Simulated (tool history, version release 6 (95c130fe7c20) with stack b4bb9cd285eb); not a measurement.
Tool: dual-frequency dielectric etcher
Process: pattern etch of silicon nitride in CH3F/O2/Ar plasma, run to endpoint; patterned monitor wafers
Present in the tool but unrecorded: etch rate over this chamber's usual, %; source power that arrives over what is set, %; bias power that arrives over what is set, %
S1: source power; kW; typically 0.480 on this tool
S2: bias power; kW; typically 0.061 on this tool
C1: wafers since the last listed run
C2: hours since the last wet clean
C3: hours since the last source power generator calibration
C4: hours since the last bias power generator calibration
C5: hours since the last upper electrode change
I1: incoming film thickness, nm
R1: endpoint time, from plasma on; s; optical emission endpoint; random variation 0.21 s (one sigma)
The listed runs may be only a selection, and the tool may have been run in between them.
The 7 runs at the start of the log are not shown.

{"run": 8, "hour": 118.4, "S1": 0.48, "S2": 0.061, "C1": 397, "C2": 422.3, "C3": 2816.1, "C4": 2199.1, "C5": 6332.5, "I1": 24.76, "R1": 29.5}
{"run": 9, "hour": 131.9, "S1": 0.48, "S2": 0.057, "C1": 158, "C2": 435.8, "C3": 2829.6, "C4": 2212.6, "C5": 6346.0, "I1": 24.69, "R1": 29.9}
{"run": 10, "hour": 143.6, "S1": 0.48, "S2": 0.057, "C1": 137, "C2": 447.5, "C3": 2841.3, "C4": 2224.3, "C5": 6357.7, "I1": 24.68, "R1": 29.9}
{"run": 11, "hour": 187.6, "S1": 0.48, "S2": 0.061, "C1": 515, "C2": 491.5, "C3": 2885.3, "C4": 2268.3, "C5": 6401.7, "I1": 24.69, "R1": 29.2}
{"run": 12, "hour": 200.9, "S1": 0.48, "S2": 0.053, "C1": 155, "C2": 504.8, "C3": 2898.6, "C4": 2281.6, "C5": 6415.0, "I1": 24.92, "R1": 30.9}
{"run": 13, "hour": 208.9, "S1": 0.48, "S2": 0.061, "C1": 93, "C2": 512.8, "C3": 2906.6, "C4": 2289.6, "C5": 6423.0, "I1": 24.57, "R1": 29.0}
{"run": 14, "hour": 216.5, "S1": 0.41, "S2": 0.061, "C1": 89, "C2": 520.4, "C3": 2914.2, "C4": 2297.2, "C5": 6430.6, "I1": 24.86, "R1": 30.8}
{"hour": 254.6, "done": "wet clean of the chamber"}
{"hour": 258.8, "done": "upper electrode replaced"}
{"run": 15, "hour": 259.3, "S1": 0.41, "S2": 0.061, "C1": 171, "C2": 4.7, "C3": 2957.0, "C4": 2340.0, "C5": 0.5, "I1": 24.84, "R1": 31.8}
{"run": 16, "hour": 259.7, "S1": 0.44, "S2": 0.069, "C1": 4, "C2": 5.1, "C3": 2957.4, "C4": 2340.4, "C5": 0.9, "I1": 24.75, "R1": 29.8}
{"run": 17, "hour": 260.0, "S1": 0.6, "S2": 0.061, "C1": 3, "C2": 5.4, "C3": 2957.7, "C4": 2340.7, "C5": 1.2, "I1": 24.79, "R1": 28.7}
{"run": 18, "hour": 268.4, "S1": 0.48, "S2": 0.061, "C1": 98, "C2": 13.8, "C3": 2966.1, "C4": 2349.1, "C5": 9.6, "I1": 24.62, "R1": 29.9}
{"run": 19, "hour": 284.7, "S1": 0.48, "S2": 0.071, "C1": 190, "C2": 30.1, "C3": 2982.4, "C4": 2365.4, "C5": 25.9, "I1": 24.81, "R1": 28.9}
{"hour": 301.2, "done": "bias power generator calibrated"}
{"run": 20, "hour": 301.7, "S1": 0.41, "S2": 0.049, "C1": 152, "C2": 47.1, "C3": 2999.4, "C4": 0.5, "C5": 42.9, "I1": 24.8, "R1": 33.9}
{"run": 21, "hour": 340.3, "S1": 0.48, "S2": 0.057, "C1": 452, "C2": 85.7, "C3": 3038.0, "C4": 39.1, "C5": 81.5, "I1": 24.82, "R1": 31.3}
{"run": 22, "hour": 357.5, "S1": 0.39, "S2": 0.057, "C1": 201, "C2": 102.9, "C3": 3055.2, "C4": 56.3, "C5": 98.7, "I1": 24.61, "R1": 32.2}
{"run": 23, "hour": 371.5, "S1": 0.54, "S2": 0.051, "C1": 163, "C2": 116.9, "C3": 3069.2, "C4": 70.3, "C5": 112.7, "I1": 24.63, "R1": 30.2}
{"run": 24, "hour": 386.6, "S1": 0.48, "S2": 0.061, "C1": 176, "C2": 132.0, "C3": 3084.3, "C4": 85.4, "C5": 127.8, "I1": 24.83, "R1": 30.3}
{"hour": 394.1, "done": "source power generator calibrated"}
{"run": 25, "hour": 395.5, "S1": 0.55, "S2": 0.074, "C1": 57, "C2": 140.9, "C3": 1.4, "C4": 94.3, "C5": 136.7, "I1": 24.72, "R1": 26.9}
{"run": 26, "hour": 401.9, "S1": 0.48, "S2": 0.061, "C1": 74, "C2": 147.3, "C3": 7.8, "C4": 100.7, "C5": 143.1, "I1": 24.91, "R1": 30.0}
{"run": 27, "hour": 417.0, "S1": 0.4, "S2": 0.072, "C1": 176, "C2": 162.4, "C3": 22.9, "C4": 115.8, "C5": 158.2, "I1": 24.84, "R1": 29.7}
{"run": 28, "hour": 427.4, "S1": 0.37, "S2": 0.061, "C1": 121, "C2": 172.8, "C3": 33.3, "C4": 126.2, "C5": 168.6, "I1": 24.85, "R1": 32.0}
{"run": 29, "hour": 441.7, "S1": 0.48, "S2": 0.047, "C1": 167, "C2": 187.1, "C3": 47.6, "C4": 140.5, "C5": 182.9, "I1": 24.71, "R1": 32.0}
{"run": 30, "hour": 457.3, "S1": 0.48, "S2": 0.061, "C1": 182, "C2": 202.7, "C3": 63.2, "C4": 156.1, "C5": 198.5, "I1": 24.55, "R1": 29.7}
{"run": 31, "hour": 468.0, "S1": 0.37, "S2": 0.05, "C1": 125, "C2": 213.4, "C3": 73.9, "C4": 166.8, "C5": 209.2, "I1": 24.8, "R1": 33.7}

Run 32, settings as shown, results not yet in. Your forecast:
{"run": 32, "hour": 479.0, "S1": 0.55, "S2": 0.07, "C1": 128, "C2": 224.4, "C3": 84.9, "C4": 177.8, "C5": 220.2, "I1": 24.93, "R1": "?"}

{"run 32": {"R1": 27.7}}
The same run, on a tool lacking any hidden state, would have yielded R1 28.3 s.

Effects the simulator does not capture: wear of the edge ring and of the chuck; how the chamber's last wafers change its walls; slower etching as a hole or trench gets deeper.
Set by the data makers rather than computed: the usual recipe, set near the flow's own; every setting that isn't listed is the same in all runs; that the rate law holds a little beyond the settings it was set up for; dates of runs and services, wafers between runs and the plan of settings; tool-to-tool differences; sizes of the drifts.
